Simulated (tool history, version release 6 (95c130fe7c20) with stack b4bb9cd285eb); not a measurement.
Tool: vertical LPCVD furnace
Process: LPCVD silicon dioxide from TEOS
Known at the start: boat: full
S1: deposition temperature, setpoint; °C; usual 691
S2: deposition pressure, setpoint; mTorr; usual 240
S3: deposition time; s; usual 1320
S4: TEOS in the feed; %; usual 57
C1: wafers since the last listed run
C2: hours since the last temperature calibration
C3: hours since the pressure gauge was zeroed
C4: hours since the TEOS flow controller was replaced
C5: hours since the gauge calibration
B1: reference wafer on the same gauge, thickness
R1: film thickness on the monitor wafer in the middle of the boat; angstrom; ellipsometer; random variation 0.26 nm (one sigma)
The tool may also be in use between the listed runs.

run	day	S1	S2	S3	S4	C1	C2	C3	C4	C5	B1	R1
1	0	691	240	1320	57	0	2248.8	2932.8	2571.3	1487.9	109.98	1057.8
2	2.171	691	240	1320	57	1004	2300.9	2984.9	2623.4	1540	110.03	1054.1
3	6.262	691	240	1320	57	1893	2399.1	3083.1	2721.6	1638.2	110.11	1058.3
4	9.192	691	240	1320	57	1355	2469.4	3153.4	2791.9	1708.5	109.86	1059.5
5	12.342	691	210	1320	49	1457	2545	3229	2867.5	1784.1	109.98	916.2
6	15.592	691	240	1320	57	1503	2623	3307	2945.5	1862.1	110.11	1062.4
7	17.654	691	240	1320	57	954	2672.5	3356.5	2995	1911.6	110.09	1063.2
8	30.604	691	240	1320	57	5992	2983.3	3667.3	3305.8	2222.4	110.07	1068.1
9	33.775	691	240	1320	57	1467	3059.4	3743.4	3381.9	2298.5	110.09	1070.9
10	37.633	691	240	1320	57	1785	3152	3836	3474.5	2391.1	110.11	1069.9
11	41.238	691	240	1320	57	1667	3238.5	3922.5	3561	2477.6	109.94	1065.2
# day 42.946: TEOS flow controller replaced
# day 43.229: gauge calibrated
12	43.942	687	240	1320	57	788	3303.4	3987.4	23.9	17.1	110.02	985.8
# day 48.758: pressure gauge zeroed
13	50.846	687	240	1320	57	2732	3469.1	50.1	189.6	182.8	109.94	991.1
14	53.65	691	240	1320	57	1297	3536.4	117.4	256.9	250.1	110.1	1092.3
# day 56.242: thermocouples replaced and temperature profile calibrated
15	57.608	688	240	1320	57	1368	32.8	212.4	351.9	345.1	110.14	982.8
16	59.312	684	225	1560	57	788	73.7	253.3	392.8	386	109.89	1022.1
17	61.058	691	240	1320	50	807	115.6	295.2	434.7	427.9	109.94	981
18	62.971	691	240	1320	57	884	161.5	341.1	480.6	473.8	110.05	1048.7
19	66.788	703	240	1530	57	1766	253.1	432.7	572.2	565.4	110.02	1600.5
20	70.783	691	240	1320	57	1849	349	528.6	668.1	661.3	109.88	1048.7
21	72.4	685	240	1320	57	748	387.8	567.4	706.9	700.1	110.09	908.2
22	75.038	691	240	1320	57	1220	451.1	630.7	770.2	763.4	110.03	1048.9
23	79.038	691	240	1320	51	1850	547.1	726.7	866.2	859.4	110.15	992.4
24	80.583	691	195	960	57	715	584.2	763.8	903.3	896.5	109.95	687
25	82.704	691	240	1560	61	981	635.1	814.7	954.2	947.4	110.04	1284.4
26	86.529	679	240	1320	57	1769	726.9	906.5	1046	1039.2	110.13	787.7
27	89.854	691	240	1320	57	1538	806.7	986.3	1125.8	1119	109.92	1049.8
28	91.533	691	240	1320	48	777	847	1026.6	1166.1	1159.3	110.01	965.3
29	93.504	691	240	1320	57	911	894.3	1073.9	1213.4	1206.6	109.95	1055.7

Some steps in R1 between neighbouring runs. How much of each would the tool show without its hidden state too (settings, what came in, random variation), and how much is left for the hidden state, with any gauge scatter that isn't in both results?
The hidden state here: true tube temperature minus thermocouple reading, K; true pressure minus gauge reading, mTorr; deviation of the TEOS flow from its setpoint, %; gauge reads high (%).
Run 11 -> 12: S1 691 -> 687, TEOS flow controller replaced, gauge calibrated. R1 -79.4 angstrom: hidden state +9.5, all else -88.9.
Run 14 -> 15: S1 691 -> 688, thermocouples replaced and temperature profile calibrated. R1 -109.5 angstrom: hidden state -41.4, all else -68.1.
Run 18 -> 19: S1 691 -> 703, S3 1320 -> 1530. R1 +551.8 angstrom: hidden state +4.9, all else +546.9.
Run 24 -> 25: S2 195 -> 240, S3 960 -> 1560, S4 57 -> 61. R1 +597.4 angstrom: hidden state +6.3, all else +591.1.

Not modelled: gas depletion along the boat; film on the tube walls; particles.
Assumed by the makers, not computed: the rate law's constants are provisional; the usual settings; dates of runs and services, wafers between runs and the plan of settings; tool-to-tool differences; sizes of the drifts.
